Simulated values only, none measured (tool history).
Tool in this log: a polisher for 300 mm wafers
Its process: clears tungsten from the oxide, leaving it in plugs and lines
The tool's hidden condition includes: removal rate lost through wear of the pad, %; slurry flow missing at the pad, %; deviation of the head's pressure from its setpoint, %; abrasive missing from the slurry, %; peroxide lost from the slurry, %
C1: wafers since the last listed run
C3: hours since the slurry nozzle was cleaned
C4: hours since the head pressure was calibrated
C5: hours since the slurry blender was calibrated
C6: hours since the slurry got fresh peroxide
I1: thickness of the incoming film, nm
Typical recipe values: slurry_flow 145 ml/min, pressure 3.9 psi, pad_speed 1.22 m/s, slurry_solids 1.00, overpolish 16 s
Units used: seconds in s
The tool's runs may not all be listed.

run 1 hour=0.0 | slurry_flow=145 pressure=3.9 pad_speed=1.22 slurry_solids=1.15 overpolish=18 | C1=0 wafers_polished_on_this_pad=803 C3=257.1 C4=439.6 C5=88.0 C6=161.3 | I1=513.7 | seconds=89.3
-- hour=18.0 slurry tank refilled with fresh slurry and peroxide
run 2 hour=40.0 | slurry_flow=145 pressure=3.9 pad_speed=1.22 slurry_solids=1.15 overpolish=18 | C1=226 wafers_polished_on_this_pad=1029 C3=297.1 C4=479.6 C5=128.0 C6=22.0 | I1=509.5 | seconds=90.2
-- hour=47.0 worn pad replaced by a new one
run 3 hour=101.2 | slurry_flow=145 pressure=3.9 pad_speed=1.22 slurry_solids=1.15 overpolish=18 | C1=331 wafers_polished_on_this_pad=314 C3=358.3 C4=540.8 C5=189.2 C6=83.2 | I1=495.0 | seconds=87.8
-- hour=136.4 slurry blender recalibrated
run 4 hour=164.8 | slurry_flow=125 pressure=4.5 pad_speed=1.22 slurry_solids=1.00 overpolish=16 | C1=357 wafers_polished_on_this_pad=671 C3=421.9 C4=604.4 C5=28.4 C6=146.8 | I1=504.7 | seconds=82.0
-- hour=178.4 slurry tank refilled with fresh slurry and peroxide
run 5 hour=229.8 | slurry_flow=125 pressure=4.5 pad_speed=1.22 slurry_solids=1.00 overpolish=16 | C1=371 wafers_polished_on_this_pad=1042 C3=486.9 C4=669.4 C5=93.4 C6=51.4 | I1=505.0 | seconds=86.4
-- hour=241.5 worn pad replaced by a new one
run 6 hour=271.7 | slurry_flow=125 pressure=4.5 pad_speed=1.22 slurry_solids=1.00 overpolish=16 | C1=219 wafers_polished_on_this_pad=175 C3=528.8 C4=711.3 C5=135.3 C6=93.3 | I1=498.5 | seconds=84.9
-- hour=283.4 head pressure recalibrated
-- hour=338.1 slurry blender recalibrated
-- hour=345.7 slurry tank refilled with fresh slurry and peroxide
run 7 hour=372.2 | slurry_flow=145 pressure=3.9 pad_speed=1.22 slurry_solids=1.00 overpolish=14 | C1=553 wafers_polished_on_this_pad=728 C3=629.3 C4=88.8 C5=34.1 C6=26.5 | I1=508.5 | seconds=89.4
-- hour=416.0 worn pad replaced by a new one
run 8 hour=416.5 | slurry_flow=145 pressure=3.9 pad_speed=1.22 slurry_solids=1.00 overpolish=16 | C1=233 wafers_polished_on_this_pad=3 C3=673.6 C4=133.1 C5=78.4 C6=70.8 | I1=507.7 | seconds=93.2
run 9 hour=440.1 | slurry_flow=145 pressure=3.9 pad_speed=1.22 slurry_solids=1.00 overpolish=16 | C1=136 wafers_polished_on_this_pad=139 C3=697.2 C4=156.7 C5=102.0 C6=94.4 | I1=504.3 | seconds=93.0
run 10 hour=473.4 | slurry_flow=145 pressure=3.5 pad_speed=1.22 slurry_solids=1.00 overpolish=19 | C1=193 wafers_polished_on_this_pad=333 C3=730.5 C4=190.0 C5=135.3 C6=127.7 | I1=509.0 | seconds=104.7
-- hour=506.1 slurry tank refilled with fresh slurry and peroxide
-- hour=518.4 slurry nozzle cleaned
run 11 hour=518.9 | slurry_flow=145 pressure=3.5 pad_speed=1.22 slurry_solids=1.00 overpolish=19 | C1=252 wafers_polished_on_this_pad=585 C3=0.5 C4=235.5 C5=180.8 C6=12.8 | I1=495.3 | seconds=99.8
-- hour=552.2 slurry blender recalibrated
-- hour=581.2 worn pad replaced by a new one
run 12 hour=585.5 | slurry_flow=160 pressure=3.9 pad_speed=1.22 slurry_solids=0.85 overpolish=16 | C1=351 wafers_polished_on_this_pad=24 C3=67.1 C4=302.1 C5=33.3 C6=79.4 | I1=505.8 | seconds=90.5
run 13 hour=680.5 | slurry_flow=145 pressure=4.7 pad_speed=1.22 slurry_solids=1.00 overpolish=16 | C1=550 wafers_polished_on_this_pad=575 C3=162.1 C4=397.1 C5=128.3 C6=174.4 | I1=509.2 | seconds=81.8
-- hour=699.3 slurry tank refilled with fresh slurry and peroxide
run 14 hour=724.9 | slurry_flow=170 pressure=3.9 pad_speed=1.22 slurry_solids=1.30 overpolish=16 | C1=251 wafers_polished_on_this_pad=827 C3=206.5 C4=441.5 C5=172.7 C6=25.6 | I1=500.2 | seconds=84.5
-- hour=748.5 worn pad replaced by a new one
run 15 hour=755.1 | slurry_flow=185 pressure=3.9 pad_speed=1.22 slurry_solids=1.00 overpolish=16 | C1=151 wafers_polished_on_this_pad=38 C3=236.7 C4=471.7 C5=202.9 C6=55.8 | I1=500.4 | seconds=90.2
-- hour=757.7 slurry blender recalibrated
run 16 hour=810.0 | slurry_flow=145 pressure=3.4 pad_speed=1.22 slurry_solids=1.00 overpolish=25 | C1=306 wafers_polished_on_this_pad=345 C3=291.6 C4=526.6 C5=52.3 C6=110.7 | I1=510.8 | seconds=99.5
run 17 hour=861.0 | slurry_flow=145 pressure=3.9 pad_speed=1.22 slurry_solids=0.85 overpolish=16 | C1=295 wafers_polished_on_this_pad=640 C3=342.6 C4=577.6 C5=103.3 C6=161.7 | I1=505.7 | seconds=97.1

What if the next run were any one of these 5? Each begins from the tool's condition after run 17:
run A hour=861.5 | slurry_flow=145 pressure=3.9 pad_speed=1.22 slurry_solids=0.80 overpolish=16 | C1=2 wafers_polished_on_this_pad=643 C3=343.1 C4=578.1 C5=103.8 C6=162.2 | I1=506.6 | seconds=?
run B hour=861.5 | slurry_flow=130 pressure=3.9 pad_speed=0.88 slurry_solids=1.00 overpolish=16 | C1=2 wafers_polished_on_this_pad=643 C3=343.1 C4=578.1 C5=103.8 C6=162.2 | I1=506.6 | seconds=?
run C hour=861.5 | slurry_flow=145 pressure=2.7 pad_speed=1.22 slurry_solids=0.70 overpolish=25 | C1=2 wafers_polished_on_this_pad=643 C3=343.1 C4=578.1 C5=103.8 C6=162.2 | I1=506.6 | seconds=?
run D hour=861.5 | slurry_flow=145 pressure=5.2 pad_speed=1.22 slurry_solids=1.00 overpolish=13 | C1=2 wafers_polished_on_this_pad=643 C3=343.1 C4=578.1 C5=103.8 C6=162.2 | I1=506.6 | seconds=?
run E hour=861.5 | slurry_flow=145 pressure=3.9 pad_speed=1.22 slurry_solids=1.00 overpolish=6 | C1=2 wafers_polished_on_this_pad=643 C3=343.1 C4=578.1 C5=103.8 C6=162.2 | I1=506.6 | seconds=?

run=A seconds=100.1
run=B seconds=124.3
run=C seconds=135.1
run=D seconds=74.8
run=E seconds=92.9
With the hidden condition removed and each run's random variation left untouched, the same runs would have given:
run=A seconds=91.3
run=B seconds=113.1
run=C seconds=123.6
run=D seconds=68.1
run=E seconds=84.6
